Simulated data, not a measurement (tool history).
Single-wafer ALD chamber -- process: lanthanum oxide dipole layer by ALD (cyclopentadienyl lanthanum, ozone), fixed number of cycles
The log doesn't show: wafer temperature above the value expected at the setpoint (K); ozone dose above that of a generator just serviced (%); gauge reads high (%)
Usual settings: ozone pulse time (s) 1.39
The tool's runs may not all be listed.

run	day	ozone pulse time (s)	wafers since the last listed run	hours since the last thermocouple change	hours since the last ozone generator service	hours since the showerhead was replaced	hours since the gauge calibration	read-back reference wafer on the same gauge, thickness_nm	mean film thickness on the monitor wafer (Å)
1	0.000	1.39	0	1681.1	1177.0	4848.9	167.0	0.647	5.93
2	0.675	1.39	374	1697.3	1193.2	4865.1	183.2	0.647	5.94
3	1.325	1.39	360	1712.9	1208.8	4880.7	198.8	0.647	5.93
4	2.371	1.39	580	1738.0	1233.9	4905.8	223.9	0.647	5.92
5	3.071	1.39	388	1754.8	1250.7	4922.6	240.7	0.647	5.94
6	3.592	1.39	289	1767.3	1263.2	4935.1	253.2	0.647	5.94
7	4.712	1.69	622	1794.2	1290.1	4962.0	280.1	0.647	6.11
8	5.496	1.69	434	1813.0	1308.9	4980.8	298.9	0.647	6.12
9	6.979	1.39	823	1848.6	1344.5	5016.4	334.5	0.648	5.91
10	8.038	1.39	587	1874.0	1369.9	5041.8	359.9	0.647	5.92
# day 8.662: showerhead replaced
11	9.212	1.39	467	1902.2	1398.1	13.2	388.1	0.647	5.92
12	9.883	1.15	372	1918.3	1414.2	29.3	404.2	0.646	5.72
13	10.508	1.69	347	1933.3	1429.2	44.3	419.2	0.648	6.11
14	11.262	1.39	418	1951.4	1447.3	62.4	437.3	0.647	5.94
# day 11.933: thermocouple changed; heater temperature recalibrated
15	12.333	1.57	409	9.6	1473.0	88.1	463.0	0.647	6.05
16	13.171	1.24	465	29.7	1493.1	108.2	483.1	0.647	5.78
17	13.992	1.89	455	49.4	1512.8	127.9	502.8	0.646	6.20
18	14.596	0.92	335	63.9	1527.3	142.4	517.3	0.648	5.38

For run 19, what comes out?
# day 15.038: ozone generator serviced
19	15.346	1.39	231	81.9	7.4	160.4	535.3	?	?

Run 19 produced read-back reference wafer on the same gauge, thickness_nm 0.646, mean film thickness on the monitor wafer (Å) 5.61.
With the hidden condition absent and the run-to-run variation left alone, this run would have shown mean film thickness on the monitor wafer (Å) 6.17.
